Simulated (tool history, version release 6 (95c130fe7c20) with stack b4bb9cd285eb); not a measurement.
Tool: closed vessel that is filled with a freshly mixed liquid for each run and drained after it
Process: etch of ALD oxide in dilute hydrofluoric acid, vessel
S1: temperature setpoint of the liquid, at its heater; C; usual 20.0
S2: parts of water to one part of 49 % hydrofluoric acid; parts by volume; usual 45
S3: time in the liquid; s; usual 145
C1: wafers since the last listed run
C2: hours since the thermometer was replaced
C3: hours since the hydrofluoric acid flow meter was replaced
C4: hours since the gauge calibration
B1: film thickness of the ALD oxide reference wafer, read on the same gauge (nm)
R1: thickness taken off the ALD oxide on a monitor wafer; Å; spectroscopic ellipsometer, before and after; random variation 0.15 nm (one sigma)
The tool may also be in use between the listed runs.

{"run": 1, "hour": 0.0, "S1": 20.0, "S2": 45, "S3": 145, "C1": 0, "C2": 510.4, "C3": 25.3, "C4": 586.5, "B1": 110.01, "R1": 357.3}
{"run": 2, "hour": 60.3, "S1": 20.0, "S2": 45, "S3": 145, "C1": 5620, "C2": 570.7, "C3": 85.6, "C4": 646.8, "B1": 109.99, "R1": 357.5}
{"run": 3, "hour": 108.6, "S1": 20.0, "S2": 45, "S3": 145, "C1": 4502, "C2": 619.0, "C3": 133.9, "C4": 695.1, "B1": 110.0, "R1": 358.8}
{"run": 4, "hour": 212.3, "S1": 20.0, "S2": 45, "S3": 145, "C1": 9665, "C2": 722.7, "C3": 237.6, "C4": 798.8, "B1": 109.98, "R1": 357.0}
{"run": 5, "hour": 259.6, "S1": 20.0, "S2": 45, "S3": 145, "C1": 4408, "C2": 770.0, "C3": 284.9, "C4": 846.1, "B1": 110.01, "R1": 358.5}
{"run": 6, "hour": 349.4, "S1": 20.0, "S2": 45, "S3": 175, "C1": 8370, "C2": 859.8, "C3": 374.7, "C4": 935.9, "B1": 110.01, "R1": 431.5}
{"hour": 378.9, "done": "thermometer replaced"}
{"run": 7, "hour": 420.2, "S1": 20.0, "S2": 45, "S3": 175, "C1": 6506, "C2": 41.3, "C3": 445.5, "C4": 1006.7, "B1": 110.0, "R1": 437.3}
{"run": 8, "hour": 482.9, "S1": 20.0, "S2": 45, "S3": 175, "C1": 5844, "C2": 104.0, "C3": 508.2, "C4": 1069.4, "B1": 109.99, "R1": 434.9}
{"run": 9, "hour": 585.0, "S1": 22.0, "S2": 45, "S3": 145, "C1": 9516, "C2": 206.1, "C3": 610.3, "C4": 1171.5, "B1": 110.01, "R1": 387.9}
{"run": 10, "hour": 628.7, "S1": 22.0, "S2": 45, "S3": 145, "C1": 4073, "C2": 249.8, "C3": 654.0, "C4": 1215.2, "B1": 109.98, "R1": 389.7}
{"run": 11, "hour": 731.9, "S1": 22.0, "S2": 45, "S3": 145, "C1": 9619, "C2": 353.0, "C3": 757.2, "C4": 1318.4, "B1": 110.01, "R1": 388.6}
{"run": 12, "hour": 832.0, "S1": 17.0, "S2": 60, "S3": 105, "C1": 9330, "C2": 453.1, "C3": 857.3, "C4": 1418.5, "B1": 110.02, "R1": 168.8}
{"run": 13, "hour": 887.2, "S1": 22.0, "S2": 45, "S3": 145, "C1": 5145, "C2": 508.3, "C3": 912.5, "C4": 1473.7, "B1": 110.0, "R1": 389.1}
{"hour": 976.6, "done": "hydrofluoric acid flow meter replaced"}
{"hour": 988.3, "done": "gauge calibrated"}
{"run": 14, "hour": 1072.0, "S1": 22.0, "S2": 35, "S3": 230, "C1": 17132, "C2": 693.1, "C3": 95.4, "C4": 83.7, "B1": 110.0, "R1": 803.8}
{"hour": 1095.2, "done": "thermometer replaced"}
{"run": 15, "hour": 1146.4, "S1": 22.5, "S2": 30, "S3": 90, "C1": 6841, "C2": 51.2, "C3": 169.8, "C4": 158.1, "B1": 110.0, "R1": 375.7}
{"run": 16, "hour": 1233.4, "S1": 17.0, "S2": 30, "S3": 145, "C1": 8109, "C2": 138.2, "C3": 256.8, "C4": 245.1, "B1": 110.0, "R1": 480.6}
{"run": 17, "hour": 1295.4, "S1": 22.0, "S2": 45, "S3": 145, "C1": 5779, "C2": 200.2, "C3": 318.8, "C4": 307.1, "B1": 110.0, "R1": 390.1}

Forecast run 18:
{"run": 18, "hour": 1346.9, "S1": 17.0, "S2": 45, "S3": 120, "C1": 4800, "C2": 251.7, "C3": 370.3, "C4": 358.6, "B1": "?", "R1": "?"}

{"run 18": {"B1": 110.01, "R1": 263.4}}
Without the tool's hidden state the same run would have given R1 263.4 Å.
